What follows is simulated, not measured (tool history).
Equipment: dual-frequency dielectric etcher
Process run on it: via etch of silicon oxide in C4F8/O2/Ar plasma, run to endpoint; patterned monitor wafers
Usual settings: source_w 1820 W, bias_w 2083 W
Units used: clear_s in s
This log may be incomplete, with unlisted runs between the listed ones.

run	hour	source_w	bias_w	incoming incoming film thickness, nm	clear_s
1	0.0	1820	2083	743.8	140.1
2	94.5	1820	1898	745.1	145.4
3	133.5	1820	1898	743.5	145.0
4	230.5	1820	2083	749.6	144.8
5	316.0	1820	2083	747.9	144.9
6	380.4	1820	2083	751.3	146.9
7	455.6	1820	2083	739.3	143.2
# hour 531.6: wet clean of the chamber
8	532.1	1820	2083	741.2	138.8
9	559.0	1820	2083	744.0	140.2
10	661.4	1820	2083	751.0	142.9
# hour 762.8: upper electrode replaced
11	768.4	1820	2083	754.8	146.5
12	862.2	1820	2083	746.3	144.4
13	945.4	2270	2463	746.7	130.6
14	986.6	2130	1906	751.8	140.7
15	1071.4	2240	1741	738.3	140.3
# hour 1161.1: source power generator calibrated
16	1177.2	1580	2483	741.2	144.9
# hour 1204.6: wet clean of the chamber
# hour 1244.5: bias power generator calibrated
17	1282.8	2110	1845	747.1	141.2
18	1338.9	1820	1761	747.2	150.6
19	1423.2	1520	2083	748.2	150.8
20	1467.3	2130	2083	739.6	138.1
21	1567.8	1820	2083	752.2	146.8
22	1633.2	1820	2552	751.7	140.3
23	1698.4	1390	2499	744.6	150.4
24	1793.8	2280	1666	749.7	147.0
# hour 1922.2: wet clean of the chamber
25	1922.7	1970	2083	741.3	138.3
26	2176.4	1820	2083	749.8	143.0
27	2263.1	1820	2083	742.6	141.1
28	2326.1	1820	2083	740.1	142.1
29	2429.4	1820	2083	737.7	143.9
30	2505.3	1960	2427	757.7	138.7
31	2666.0	1820	2083	744.8	148.6
# hour 2739.4: wet clean of the chamber
32	2755.8	2020	1630	747.1	141.8
# hour 2830.6: source power generator calibrated
33	2841.4	2030	2333	744.0	132.2
34	2909.6	1390	2499	743.2	146.6
35	3007.9	1580	2505	740.5	140.1

How would selected steps in clear_s from run to run divide? Give the signed amount a tool lacking its hidden state would still show from settings, what came in and random variation, and the signed amount left for the hidden state, including any gauge scatter that is not in both of the compared results.
Unlogged tool condition in this case: etch rate over this chamber's usual, %; source power that arrives over what is set, %; bias power that arrives over what is set, %.
Run 7 -> 8: wet clean of the chamber. clear_s -4.4 s: hidden state -6.2, all else +1.8.
Run 12 -> 13: source_w 1820 -> 2270, bias_w 2083 -> 2463. clear_s -13.8 s: hidden state +0.5, all else -14.3.
Run 19 -> 20: source_w 1520 -> 2130. clear_s -12.7 s: hidden state +0.1, all else -12.8.
Run 24 -> 25: source_w 2280 -> 1970, bias_w 1666 -> 2083, wet clean of the chamber. clear_s -8.7 s: hidden state -8.5, all else -0.2.
Run 31 -> 32: source_w 1820 -> 2020, bias_w 2083 -> 1630, wet clean of the chamber. clear_s -6.8 s: hidden state -7.9, all else +1.1.
Run 33 -> 34: source_w 2030 -> 1390, bias_w 2333 -> 2499. clear_s +14.4 s: hidden state +0.7, all else +13.7.

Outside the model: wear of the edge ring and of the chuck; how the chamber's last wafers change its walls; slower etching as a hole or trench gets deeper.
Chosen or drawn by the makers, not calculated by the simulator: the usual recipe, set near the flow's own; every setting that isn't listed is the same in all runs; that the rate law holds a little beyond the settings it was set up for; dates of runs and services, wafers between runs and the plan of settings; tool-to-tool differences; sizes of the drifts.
